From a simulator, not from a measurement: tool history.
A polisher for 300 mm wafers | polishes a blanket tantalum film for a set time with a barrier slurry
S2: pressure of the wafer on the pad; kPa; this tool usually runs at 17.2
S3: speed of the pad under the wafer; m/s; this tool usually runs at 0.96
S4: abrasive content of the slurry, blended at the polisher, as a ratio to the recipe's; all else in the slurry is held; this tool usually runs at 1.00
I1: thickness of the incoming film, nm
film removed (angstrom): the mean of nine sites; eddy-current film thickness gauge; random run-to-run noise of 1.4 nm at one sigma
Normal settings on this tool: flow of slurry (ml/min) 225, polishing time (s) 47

{"run": 1, "hour": 0.0, "flow of slurry (ml/min)": 225, "S2": 17.2, "S3": 0.82, "S4": 1.1, "polishing time (s)": 47, "I1": 439.8, "film removed (angstrom)": 761}
{"hour": 56.9, "done": "slurry blender recalibrated"}
{"run": 2, "hour": 68.7, "flow of slurry (ml/min)": 225, "S2": 17.2, "S3": 0.78, "S4": 1.0, "polishing time (s)": 36, "I1": 436.8, "film removed (angstrom)": 529}
{"run": 3, "hour": 123.7, "flow of slurry (ml/min)": 225, "S2": 17.2, "S3": 0.78, "S4": 1.0, "polishing time (s)": 36, "I1": 443.9, "film removed (angstrom)": 518}
{"hour": 181.7, "done": "worn pad replaced by a new one"}
{"run": 4, "hour": 192.3, "flow of slurry (ml/min)": 225, "S2": 18.6, "S3": 0.96, "S4": 1.0, "polishing time (s)": 47, "I1": 439.0, "film removed (angstrom)": 936}
{"run": 5, "hour": 273.7, "flow of slurry (ml/min)": 225, "S2": 18.6, "S3": 0.96, "S4": 1.0, "polishing time (s)": 47, "I1": 434.6, "film removed (angstrom)": 918}
{"run": 6, "hour": 316.3, "flow of slurry (ml/min)": 225, "S2": 18.6, "S3": 0.96, "S4": 1.0, "polishing time (s)": 47, "I1": 449.3, "film removed (angstrom)": 913}
{"hour": 369.9, "done": "head pressure recalibrated"}
{"run": 7, "hour": 415.9, "flow of slurry (ml/min)": 225, "S2": 17.2, "S3": 0.96, "S4": 1.0, "polishing time (s)": 47, "I1": 437.2, "film removed (angstrom)": 820}
{"hour": 453.8, "done": "worn pad replaced by a new one"}
{"run": 8, "hour": 481.6, "flow of slurry (ml/min)": 225, "S2": 17.2, "S3": 0.96, "S4": 1.0, "polishing time (s)": 47, "I1": 436.5, "film removed (angstrom)": 889}
{"hour": 495.3, "done": "slurry blender recalibrated"}
{"run": 9, "hour": 552.0, "flow of slurry (ml/min)": 260, "S2": 17.2, "S3": 0.96, "S4": 1.0, "polishing time (s)": 47, "I1": 446.1, "film removed (angstrom)": 856}
{"run": 10, "hour": 577.7, "flow of slurry (ml/min)": 260, "S2": 17.2, "S3": 0.96, "S4": 1.0, "polishing time (s)": 47, "I1": 442.2, "film removed (angstrom)": 881}
{"run": 11, "hour": 643.3, "flow of slurry (ml/min)": 225, "S2": 15.2, "S3": 0.96, "S4": 0.85, "polishing time (s)": 47, "I1": 437.0, "film removed (angstrom)": 712}
{"hour": 679.4, "done": "worn pad replaced by a new one"}
{"run": 12, "hour": 721.9, "flow of slurry (ml/min)": 225, "S2": 17.2, "S3": 1.24, "S4": 1.0, "polishing time (s)": 38, "I1": 439.2, "film removed (angstrom)": 895}
{"hour": 754.9, "done": "slurry nozzle cleaned"}
{"run": 13, "hour": 775.7, "flow of slurry (ml/min)": 225, "S2": 17.2, "S3": 1.06, "S4": 0.9, "polishing time (s)": 52, "I1": 445.7, "film removed (angstrom)": 1017}
{"run": 14, "hour": 811.6, "flow of slurry (ml/min)": 295, "S2": 23.4, "S3": 1.26, "S4": 1.15, "polishing time (s)": 47, "I1": 438.6, "film removed (angstrom)": 1520}
{"run": 15, "hour": 871.9, "flow of slurry (ml/min)": 225, "S2": 17.2, "S3": 1.1, "S4": 1.0, "polishing time (s)": 47, "I1": 441.2, "film removed (angstrom)": 966}
{"hour": 879.5, "done": "head pressure recalibrated"}
{"hour": 898.6, "done": "slurry blender recalibrated"}
{"run": 16, "hour": 903.9, "flow of slurry (ml/min)": 225, "S2": 17.2, "S3": 0.96, "S4": 1.0, "polishing time (s)": 47, "I1": 447.9, "film removed (angstrom)": 832}
{"hour": 927.9, "done": "worn pad replaced by a new one"}
{"run": 17, "hour": 966.6, "flow of slurry (ml/min)": 200, "S2": 17.2, "S3": 0.78, "S4": 1.0, "polishing time (s)": 47, "I1": 440.6, "film removed (angstrom)": 704}
{"run": 18, "hour": 1030.4, "flow of slurry (ml/min)": 225, "S2": 14.5, "S3": 0.96, "S4": 1.2, "polishing time (s)": 47, "I1": 436.7, "film removed (angstrom)": 769}
{"run": 19, "hour": 1086.7, "flow of slurry (ml/min)": 225, "S2": 17.2, "S3": 0.96, "S4": 0.85, "polishing time (s)": 47, "I1": 445.0, "film removed (angstrom)": 759}
{"hour": 1155.7, "done": "worn pad replaced by a new one"}
{"hour": 1230.6, "done": "slurry blender recalibrated"}
{"run": 20, "hour": 1248.7, "flow of slurry (ml/min)": 200, "S2": 17.2, "S3": 0.78, "S4": 1.0, "polishing time (s)": 47, "I1": 437.5, "film removed (angstrom)": 700}

Below are 3 alternative next runs, each starting from the tool's condition after run 20. Predict each:
{"run": "A", "hour": 1249.1, "flow of slurry (ml/min)": 225, "S2": 17.2, "S3": 0.96, "S4": 1.0, "polishing time (s)": 59, "I1": 441.1, "film removed (angstrom)": "?"}
{"run": "B", "hour": 1249.1, "flow of slurry (ml/min)": 225, "S2": 17.2, "S3": 0.64, "S4": 1.2, "polishing time (s)": 47, "I1": 441.1, "film removed (angstrom)": "?"}
{"run": "C", "hour": 1249.1, "flow of slurry (ml/min)": 250, "S2": 22.8, "S3": 0.96, "S4": 0.85, "polishing time (s)": 60, "I1": 441.1, "film removed (angstrom)": "?"}

run=A film_removed_(angstrom)=1081
run=B film_removed_(angstrom)=622
run=C film_removed_(angstrom)=1290
Take away the tool's hidden state, keep each run's random variation, and the runs would have read:
run=A film_removed_(angstrom)=1155
run=B film_removed_(angstrom)=665
run=C film_removed_(angstrom)=1378

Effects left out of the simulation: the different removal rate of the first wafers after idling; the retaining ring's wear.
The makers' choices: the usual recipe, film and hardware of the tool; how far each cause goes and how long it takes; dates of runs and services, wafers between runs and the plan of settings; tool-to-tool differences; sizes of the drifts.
